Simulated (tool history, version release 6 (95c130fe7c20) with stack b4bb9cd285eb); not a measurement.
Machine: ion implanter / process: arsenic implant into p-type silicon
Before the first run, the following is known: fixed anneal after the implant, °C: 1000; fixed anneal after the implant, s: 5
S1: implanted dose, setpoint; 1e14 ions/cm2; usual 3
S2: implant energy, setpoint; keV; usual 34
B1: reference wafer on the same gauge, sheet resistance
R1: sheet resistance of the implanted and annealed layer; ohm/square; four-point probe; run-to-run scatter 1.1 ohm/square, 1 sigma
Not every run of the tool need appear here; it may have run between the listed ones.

| run | hour | S1 | S2 | B1 | R1 |
|---|---|---|---|---|---|
| 1 | 0 | 3.48 | 31.5 | 383.77 | 312.77 |
| 2 | 73.6 | 3.48 | 31.5 | 384.23 | 312.52 |
| 3 | 298.1 | 3.48 | 31.5 | 384.72 | 312.44 |
| 4 | 532 | 3 | 34 | 385.66 | 345.4 |
|  | 544.9 | Faraday cup replaced and dose calibrated |
| 5 | 574.2 | 3 | 34 | 385.29 | 343.3 |
| 6 | 661.4 | 3 | 42.5 | 384.99 | 333 |
| 7 | 708.7 | 3 | 42.5 | 385.65 | 336.5 |
| 8 | 802.6 | 3 | 34 | 385.49 | 346.5 |
| 9 | 857.4 | 3 | 34 | 386.22 | 346.72 |
| 10 | 893.5 | 2.29 | 31.5 | 386.27 | 426.68 |
| 11 | 935 | 2.29 | 31.5 | 386.47 | 425.46 |
| 12 | 989.5 | 2.29 | 31.5 | 386.53 | 425.68 |
| 13 | 1042 | 2.43 | 42 | 386.34 | 391.44 |
| 14 | 1090.3 | 2.18 | 27 | 386.09 | 455.38 |
| 15 | 1161.1 | 3 | 34 | 386.65 | 347.98 |
| 16 | 1259.5 | 2.32 | 23 | 387.37 | 443.3 |
| 17 | 1300.8 | 3.44 | 41 | 387.03 | 304.34 |
| 18 | 1351.5 | 3 | 34 | 387.54 | 347.55 |
|  | 1411.9 | Faraday cup replaced and dose calibrated |
| 19 | 1419.8 | 3 | 34 | 387.16 | 346.92 |
| 20 | 1483.5 | 3.53 | 23.5 | 386.97 | 326.74 |
| 21 | 1562 | 2.7 | 38 | 387.53 | 369.96 |
| 22 | 1659.2 | 3 | 34 | 388.01 | 347.22 |
| 23 | 1725 | 3.77 | 30 | 387.81 | 300.65 |

Run 24 is up next; what results do you expect?
|  | 1764.8 | gauge calibrated |
| 24 | 1822.4 | 3 | 34 | ? | ? |

{"run 24": {"B1": 379.79, "R1": 341.44}}
Without the tool's hidden state the same run would have given R1 342.4 ohm/square.
